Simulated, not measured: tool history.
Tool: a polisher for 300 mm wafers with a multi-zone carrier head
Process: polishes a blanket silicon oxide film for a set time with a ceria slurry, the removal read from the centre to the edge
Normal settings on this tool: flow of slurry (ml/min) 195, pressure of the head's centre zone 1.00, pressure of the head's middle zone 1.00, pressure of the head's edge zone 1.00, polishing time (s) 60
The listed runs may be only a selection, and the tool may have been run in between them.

| run | day | flow of slurry (ml/min) | pressure of the head's centre zone | pressure of the head's middle zone | pressure of the head's edge zone | polishing time (s) | wafers since the last listed run | wafers polished on this pad | hours since the slurry nozzle was cleaned | hours since the centre zone pressure was calibrated | hours since the edge zone pressure was calibrated | hours since the carrier head's membrane was replaced | incoming thickness of the incoming film, nm | film removed at the wafer's centre (nm) | film removed at mid-radius (nm) | film removed at the wafer's edge (nm) |
|---|---|---|---|---|---|---|---|---|---|---|---|---|---|---|---|---|
| 1 | 0.000 | 195 | 1.00 | 1.00 | 1.00 | 60 | 0 | 46 | 53.4 | 321.6 | 1270.8 | 1037.2 | 1528.3 | 262.1 | 258.1 | 261.5 |
| 2 | 0.658 | 195 | 1.00 | 1.00 | 1.00 | 60 | 177 | 223 | 69.2 | 337.4 | 1286.6 | 1053.0 | 1510.5 | 253.3 | 247.7 | 265.2 |
| 3 | 1.246 | 195 | 1.00 | 1.00 | 1.00 | 60 | 158 | 381 | 83.3 | 351.5 | 1300.7 | 1067.1 | 1490.7 | 261.2 | 252.3 | 266.2 |
| 4 | 2.454 | 195 | 1.00 | 1.00 | 0.94 | 60 | 325 | 707 | 112.3 | 380.5 | 1329.7 | 1096.1 | 1544.2 | 259.9 | 252.3 | 256.7 |
| 5 | 3.712 | 195 | 1.00 | 1.00 | 0.94 | 60 | 339 | 1046 | 142.5 | 410.7 | 1359.9 | 1126.3 | 1521.5 | 261.2 | 250.9 | 256.2 |
|  | 4.333 | worn pad replaced by a new one |
| 6 | 4.696 | 195 | 1.00 | 1.00 | 1.00 | 60 | 220 | 97 | 166.1 | 434.3 | 1383.5 | 1149.9 | 1527.4 | 250.0 | 245.6 | 250.5 |
|  | 5.225 | carrier head's membrane replaced by a new one |
| 7 | 5.462 | 195 | 1.00 | 1.00 | 1.00 | 60 | 150 | 248 | 184.5 | 452.7 | 1401.9 | 5.7 | 1523.6 | 246.3 | 244.7 | 251.4 |
| 8 | 6.058 | 195 | 1.00 | 1.00 | 1.00 | 60 | 160 | 408 | 198.8 | 467.0 | 1416.2 | 20.0 | 1503.5 | 244.1 | 239.1 | 247.3 |
|  | 6.812 | slurry nozzle cleaned |
| 9 | 6.908 | 195 | 1.00 | 1.00 | 1.00 | 60 | 217 | 626 | 2.3 | 487.4 | 1436.6 | 40.4 | 1524.7 | 260.4 | 253.4 | 265.4 |
|  | 8.229 | centre zone pressure recalibrated |
|  | 8.342 | edge zone pressure recalibrated |
| 10 | 8.362 | 235 | 0.96 | 1.00 | 1.00 | 60 | 347 | 973 | 37.2 | 3.2 | 0.5 | 75.3 | 1532.5 | 259.0 | 260.5 | 266.5 |
|  | 8.829 | worn pad replaced by a new one |
| 11 | 9.129 | 130 | 1.00 | 1.00 | 1.00 | 71 | 161 | 81 | 55.6 | 21.6 | 18.9 | 93.7 | 1491.1 | 284.3 | 280.3 | 289.4 |
| 12 | 10.367 | 260 | 1.06 | 1.00 | 1.00 | 60 | 333 | 414 | 85.3 | 51.3 | 48.6 | 123.4 | 1523.6 | 284.6 | 262.9 | 264.1 |
| 13 | 11.100 | 195 | 1.00 | 1.00 | 1.00 | 60 | 197 | 612 | 102.9 | 68.9 | 66.2 | 141.0 | 1526.9 | 261.3 | 253.5 | 261.8 |
| 14 | 12.275 | 145 | 1.12 | 1.00 | 1.00 | 60 | 316 | 929 | 131.1 | 97.1 | 94.4 | 169.2 | 1511.0 | 265.0 | 240.7 | 252.1 |
| 15 | 12.946 | 135 | 1.00 | 0.90 | 1.04 | 74 | 180 | 1110 | 147.2 | 113.2 | 110.5 | 185.3 | 1550.1 | 283.8 | 260.7 | 307.4 |

For each run, what was the tool's unlogged condition?
removal rate lost through wear of the pad, %: 0 in every run
deviation of the centre zone's pressure from its setpoint, %: 0 in every run
deviation of the edge zone's pressure from its setpoint, %: 0 in every run
H1: slurry flow missing at the pad, %
| run | H1 |
|---|---|
| 1 | 3.42 |
| 2 | 4.97 |
| 3 | 6.7 |
| 4 | 11.2 |
| 5 | 17.4 |
| 6 | 23.3 |
| 7 | 28.4 |
| 8 | 32.8 |
| 9 | 3.87 |
| 10 | 4.97 |
| 11 | 6.34 |
| 12 | 9.7 |
| 13 | 12.4 |
| 14 | 17.6 |
| 15 | 21.2 |

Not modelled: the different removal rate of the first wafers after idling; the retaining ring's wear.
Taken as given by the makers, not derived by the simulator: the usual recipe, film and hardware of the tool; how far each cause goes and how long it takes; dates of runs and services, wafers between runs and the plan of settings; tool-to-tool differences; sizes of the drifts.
